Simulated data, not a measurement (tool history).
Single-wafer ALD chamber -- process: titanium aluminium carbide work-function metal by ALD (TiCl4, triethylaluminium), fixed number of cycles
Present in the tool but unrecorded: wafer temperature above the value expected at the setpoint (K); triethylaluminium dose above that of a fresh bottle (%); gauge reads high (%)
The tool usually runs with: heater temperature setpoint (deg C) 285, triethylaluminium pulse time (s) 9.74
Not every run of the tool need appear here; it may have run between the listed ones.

run,hour,heater temperature setpoint (deg C),triethylaluminium pulse time (s),wafers since the last listed run,hours since the last thermocouple change,hours since the last triethylaluminium bottle change,hours since the showerhead was replaced,hours since the gauge calibration,"read-back reference wafer on the same gauge, thickness_nm",mean film thickness on the monitor wafer (angstrom)
1,0.0,285,9.74,0,722.2,361.3,6736.0,566.2,2.181,18.74
2,92.8,285,12.01,1489,815.0,454.1,6828.8,659.0,2.185,19.21
3,200.4,285,12.01,1727,922.6,561.7,6936.4,766.6,2.179,19.20
# hour 233.9: triethylaluminium bottle replaced
4,283.9,285,12.01,1212,1006.1,50.0,7019.9,850.1,2.181,20.12
5,329.8,285,9.74,736,1052.0,95.9,7065.8,896.0,2.181,19.44
6,429.6,285,9.74,1602,1151.8,195.7,7165.6,995.8,2.176,19.16
7,528.2,285,9.74,1582,1250.4,294.3,7264.2,1094.4,2.177,19.02
8,594.3,285,7.62,1061,1316.5,360.4,7330.3,1160.5,2.178,18.11
# hour 634.8: showerhead replaced
9,696.9,285,7.62,1518,1419.1,463.0,62.1,1263.1,2.180,18.01
10,739.8,285,7.62,688,1462.0,505.9,105.0,1306.0,2.182,17.83
11,821.3,285,9.74,1308,1543.5,587.4,186.5,1387.5,2.180,18.76
# hour 851.9: triethylaluminium bottle replaced
12,897.5,285,9.74,1094,1619.7,45.6,262.7,1463.7,2.179,19.67
# hour 956.5: thermocouple changed; heater temperature recalibrated
13,971.0,285,9.74,1051,14.5,119.1,336.2,1537.2,2.177,19.11
14,1020.2,285,11.82,789,63.7,168.3,385.4,1586.4,2.177,19.52
15,1112.1,285,11.82,1475,155.6,260.2,477.3,1678.3,2.182,19.27
16,1208.3,285,7.82,1544,251.8,356.4,573.5,1774.5,2.177,17.93
17,1270.3,285,9.74,995,313.8,418.4,635.5,1836.5,2.177,18.80
18,1307.6,278,12.31,598,351.1,455.7,672.8,1873.8,2.176,18.64
19,1410.6,298,5.98,1653,454.1,558.7,775.8,1976.8,2.181,17.82
# hour 1478.7: triethylaluminium bottle replaced
20,1498.0,289,12.11,1274,541.5,19.3,863.2,2064.2,2.181,20.32
21,1585.0,295,5.92,1396,628.5,106.3,950.2,2151.2,2.181,18.36
22,1640.3,278,7.15,887,683.8,161.6,1005.5,2206.5,2.180,17.38
23,1722.8,295,6.70,1324,766.3,244.1,1088.0,2289.0,2.182,18.52
24,1802.3,274,6.02,1276,845.8,323.6,1167.5,2368.5,2.180,16.02
# hour 1854.3: gauge calibrated
25,1864.5,285,9.74,998,908.0,385.8,1229.7,10.2,2.179,18.74
26,1970.2,276,7.42,1696,1013.7,491.5,1335.4,115.9,2.182,16.72
27,2014.3,293,9.74,707,1057.8,535.6,1379.5,160.0,2.177,19.33
28,2113.3,295,5.92,1589,1156.8,634.6,1478.5,259.0,2.178,17.30
# hour 2157.2: triethylaluminium bottle replaced
29,2192.4,293,12.64,1141,1235.9,35.2,1557.6,338.1,2.181,20.96
30,2279.3,285,6.61,1395,1322.8,122.1,1644.5,425.0,2.180,18.03
31,2376.0,281,11.99,1552,1419.5,218.8,1741.2,521.7,2.180,19.18
32,2445.4,298,8.18,1114,1488.9,288.2,1810.6,591.1,2.184,19.70

Alternative continuations, all from the tool just after run 32; predict every row:
A,2445.8,271,9.74,6,1489.3,288.6,1811.0,591.5,?,?
B,2445.8,298,12.95,6,1489.3,288.6,1811.0,591.5,?,?
C,2445.8,291,13.20,6,1489.3,288.6,1811.0,591.5,?,?
D,2445.8,277,11.71,6,1489.3,288.6,1811.0,591.5,?,?
E,2445.8,296,6.07,6,1489.3,288.6,1811.0,591.5,?,?

run,"read-back reference wafer on the same gauge, thickness_nm",mean film thickness on the monitor wafer (angstrom)
A,2.182,17.67
B,2.182,21.10
C,2.182,20.42
D,2.182,18.74
E,2.182,18.23
Without the tool's hidden state the same runs would have given:
run,mean film thickness on the monitor wafer (angstrom)
A,18.04
B,21.22
C,20.50
D,18.92
E,19.26
